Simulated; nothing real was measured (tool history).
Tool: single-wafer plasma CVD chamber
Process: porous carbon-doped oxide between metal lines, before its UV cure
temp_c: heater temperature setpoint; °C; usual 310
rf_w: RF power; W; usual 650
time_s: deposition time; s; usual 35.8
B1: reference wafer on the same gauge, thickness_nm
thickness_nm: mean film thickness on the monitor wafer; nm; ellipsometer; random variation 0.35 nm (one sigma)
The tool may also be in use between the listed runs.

Run 1, day 0.000: usual settings; B1 199.980. Result: thickness_nm 200.712 nm.
Run 2, day 0.267: usual settings; B1 199.933. Result: thickness_nm 201.329 nm.
Run 3, day 0.946: usual settings; B1 200.075. Result: thickness_nm 201.126 nm.
Run 4, day 1.292: usual settings; B1 199.928. Result: thickness_nm 200.030 nm.
Run 5, day 1.738: usual settings; B1 199.950. Result: thickness_nm 200.769 nm.
Run 6, day 2.112: usual settings but time_s 40.0 s; B1 200.151. Result: thickness_nm 223.591 nm.
Run 7, day 2.842: usual settings but time_s 40.0 s; B1 199.918. Result: thickness_nm 224.082 nm.
Run 8, day 3.571: usual settings but temp_c 300 °C, rf_w 570 W; B1 199.970. Result: thickness_nm 204.298 nm.
Run 9, day 5.408: usual settings but temp_c 300 °C, rf_w 570 W; B1 200.123. Result: thickness_nm 204.107 nm.
Run 10, day 6.062: usual settings but time_s 41.3 s; B1 199.986. Result: thickness_nm 230.066 nm.
Run 11, day 6.842: usual settings but rf_w 600 W; B1 200.115. Result: thickness_nm 194.707 nm.
At day 7.329: showerhead replaced.
Run 12, day 7.479: usual settings but rf_w 600 W; B1 199.974. Result: thickness_nm 194.522 nm.
Run 13, day 7.854: usual settings but rf_w 600 W; B1 200.089. Result: thickness_nm 194.552 nm.
Run 14, day 8.321: usual settings but temp_c 303 °C; B1 200.087. Result: thickness_nm 208.797 nm.
Run 15, day 8.592: usual settings; B1 200.020. Result: thickness_nm 199.739 nm.
At day 9.479: RF generator calibrated.
Run 16, day 9.500: usual settings; B1 199.932. Result: thickness_nm 206.589 nm.
Run 17, day 9.892: usual settings but temp_c 321 °C, rf_w 585 W, time_s 31.5 s; B1 199.968. Result: thickness_nm 165.179 nm.
Run 18, day 10.204: usual settings but temp_c 321 °C, rf_w 585 W, time_s 31.5 s; B1 200.073. Result: thickness_nm 165.759 nm.
Run 19, day 10.533: usual settings; B1 200.003. Result: thickness_nm 207.087 nm.
Run 20, day 11.104: usual settings; B1 199.912. Result: thickness_nm 207.326 nm.
Run 21, day 11.646: usual settings but rf_w 695 W, time_s 37.8 s; B1 200.023. Result: thickness_nm 223.854 nm.
Run 22, day 12.117: usual settings but temp_c 300 °C, rf_w 560 W, time_s 42.2 s; B1 200.029. Result: thickness_nm 246.691 nm.
Run 23, day 12.550: usual settings but rf_w 595 W, time_s 40.4 s; B1 200.000. Result: thickness_nm 226.289 nm.
At day 12.758: gauge calibrated.
At day 13.492: thermocouple changed; heater temperature recalibrated.
Run 24, day 13.512: usual settings but temp_c 304 °C, time_s 31.3 s; B1 199.927. Result: thickness_nm 188.855 nm.
Run 25, day 13.675: usual settings; B1 199.872. Result: thickness_nm 207.038 nm.
Run 26, day 14.133: usual settings; B1 199.913. Result: thickness_nm 207.120 nm.
Run 27, day 14.446: usual settings but rf_w 690 W, time_s 42.6 s; B1 199.929. Result: thickness_nm 250.826 nm.
Run 28, day 15.112: usual settings; B1 200.089. Result: thickness_nm 206.364 nm.
Run 29, day 15.404: usual settings but rf_w 740 W; B1 199.896. Result: thickness_nm 216.750 nm.
Run 30, day 16.271: usual settings but temp_c 296 °C, rf_w 590 W, time_s 32.5 s; B1 200.066. Result: thickness_nm 199.894 nm.
Run 31, day 16.654: usual settings but temp_c 315 °C, rf_w 755 W, time_s 33.2 s; B1 199.910. Result: thickness_nm 197.098 nm.
Run 32, day 17.204: usual settings but rf_w 535 W, time_s 33.8 s; B1 200.014. Result: thickness_nm 183.577 nm.
Run 33, day 17.654: usual settings but temp_c 306 °C, rf_w 695 W, time_s 41.9 s; B1 200.047. Result: thickness_nm 253.537 nm.
Run 34, day 18.300: usual settings but rf_w 560 W; B1 200.011. Result: thickness_nm 197.179 nm.
Run 35, day 18.829: usual settings but temp_c 317 °C, rf_w 730 W, time_s 32.4 s; B1 200.062. Result: thickness_nm 187.978 nm.

Forecast each of these 3 alternatives for the next run:
Run A, day 18.846: usual settings but rf_w 530 W; B1 ?. Result: thickness_nm ?.
Run B, day 18.846: usual settings but rf_w 735 W; B1 ?. Result: thickness_nm ?.
Run C, day 18.846: usual settings but rf_w 610 W; B1 ?. Result: thickness_nm ?.

run       B1  thickness_nm
  A  199.844       193.569
  B  199.844       216.469
  C  199.844       202.726
Without the tool's hidden state the same runs would have given:
run  thickness_nm
  A       193.890
  B       216.823
  C       203.063

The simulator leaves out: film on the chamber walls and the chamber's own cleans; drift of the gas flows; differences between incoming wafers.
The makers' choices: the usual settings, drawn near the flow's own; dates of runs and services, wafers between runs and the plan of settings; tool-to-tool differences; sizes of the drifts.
